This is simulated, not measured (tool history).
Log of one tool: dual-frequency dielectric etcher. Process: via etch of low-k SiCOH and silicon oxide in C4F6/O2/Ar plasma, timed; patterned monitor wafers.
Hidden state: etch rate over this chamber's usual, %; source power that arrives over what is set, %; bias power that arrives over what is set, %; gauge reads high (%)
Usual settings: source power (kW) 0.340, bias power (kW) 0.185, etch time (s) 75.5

run,hour,source power (kW),bias power (kW),etch time (s),wafers since the last listed run,hours since the last wet clean,hours since the last source power generator calibration,hours since the last bias power generator calibration,hours since the last upper electrode change,hours since the gauge calibration,"read-back reference wafer on the same gauge, depth_nm",mean etch depth across the wafer (Å)
1,0.0,0.340,0.185,75.5,0,335.1,3672.4,1472.6,2301.7,29.5,172.0,1746
2,69.9,0.320,0.185,75.5,997,405.0,3742.3,1542.5,2371.6,99.4,171.8,1665
# hour 157.4: wet clean of the chamber
3,157.9,0.320,0.185,75.5,913,0.5,3830.3,1630.5,2459.6,187.4,172.0,1745
4,206.2,0.340,0.185,75.5,689,48.8,3878.6,1678.8,2507.9,235.7,172.4,1795
5,281.3,0.340,0.185,75.5,1071,123.9,3953.7,1753.9,2583.0,310.8,172.1,1800
6,383.4,0.340,0.185,75.5,1457,226.0,4055.8,1856.0,2685.1,412.9,172.2,1764
7,421.5,0.340,0.185,75.5,543,264.1,4093.9,1894.1,2723.2,451.0,172.0,1744
8,472.1,0.340,0.185,75.5,722,314.7,4144.5,1944.7,2773.8,501.6,172.1,1754
9,579.9,0.340,0.185,75.5,1538,422.5,4252.3,2052.5,2881.6,609.4,171.6,1726
10,665.3,0.340,0.185,75.5,1218,507.9,4337.7,2137.9,2967.0,694.8,172.3,1725
# hour 718.5: wet clean of the chamber
11,719.0,0.340,0.185,75.5,423,0.5,4391.4,2191.6,3020.7,748.5,172.1,1797
12,781.4,0.340,0.185,75.5,890,62.9,4453.8,2254.0,3083.1,810.9,171.9,1796
# hour 800.3: bias power generator calibrated
# hour 816.1: upper electrode replaced
13,868.3,0.340,0.185,75.5,957,149.8,4540.7,68.0,52.2,897.8,171.9,1762
# hour 880.3: source power generator calibrated
14,924.1,0.290,0.217,59.5,739,205.6,43.8,123.8,108.0,953.6,172.1,1343
15,983.0,0.310,0.159,75.5,840,264.5,102.7,182.7,166.9,1012.5,172.0,1591
16,1073.8,0.310,0.157,63.5,1296,355.3,193.5,273.5,257.7,1103.3,171.8,1329
# hour 1146.2: gauge calibrated
# hour 1229.2: wet clean of the chamber
17,1272.3,0.340,0.185,75.5,2490,43.1,392.0,472.0,456.2,126.1,172.0,1782
18,1360.6,0.280,0.157,88.5,1260,131.4,480.3,560.3,544.5,214.4,172.1,1823
19,1452.2,0.300,0.140,86.0,1307,223.0,571.9,651.9,636.1,306.0,172.2,1757
20,1513.1,0.340,0.219,57.0,869,283.9,632.8,712.8,697.0,366.9,172.4,1385
21,1585.4,0.340,0.185,75.5,1031,356.2,705.1,785.1,769.3,439.2,172.0,1740
# hour 1786.9: wet clean of the chamber
22,1838.1,0.320,0.185,75.5,3264,51.2,957.8,1037.8,1022.0,691.9,171.9,1747
23,1905.4,0.340,0.185,75.5,960,118.5,1025.1,1105.1,1089.3,759.2,172.1,1780
24,1945.9,0.400,0.225,63.5,578,159.0,1065.6,1145.6,1129.8,799.7,172.1,1700
25,2027.6,0.380,0.156,75.5,1166,240.7,1147.3,1227.3,1211.5,881.4,172.0,1766
26,2080.0,0.300,0.140,86.0,747,293.1,1199.7,1279.7,1263.9,933.8,172.0,1743

Forecast each of these 3 alternatives for the next run:
A,2080.4,0.340,0.185,75.5,5,293.5,1200.1,1280.1,1264.3,934.2,?,?
B,2080.4,0.320,0.141,75.5,5,293.5,1200.1,1280.1,1264.3,934.2,?,?
C,2080.4,0.340,0.185,66.0,5,293.5,1200.1,1280.1,1264.3,934.2,?,?

run,"read-back reference wafer on the same gauge, depth_nm",mean etch depth across the wafer (Å)
A,172.1,1755
B,172.1,1584
C,172.1,1534
Without the tool's hidden state the same runs would have given:
run,mean etch depth across the wafer (Å)
A,1800
B,1624
C,1574

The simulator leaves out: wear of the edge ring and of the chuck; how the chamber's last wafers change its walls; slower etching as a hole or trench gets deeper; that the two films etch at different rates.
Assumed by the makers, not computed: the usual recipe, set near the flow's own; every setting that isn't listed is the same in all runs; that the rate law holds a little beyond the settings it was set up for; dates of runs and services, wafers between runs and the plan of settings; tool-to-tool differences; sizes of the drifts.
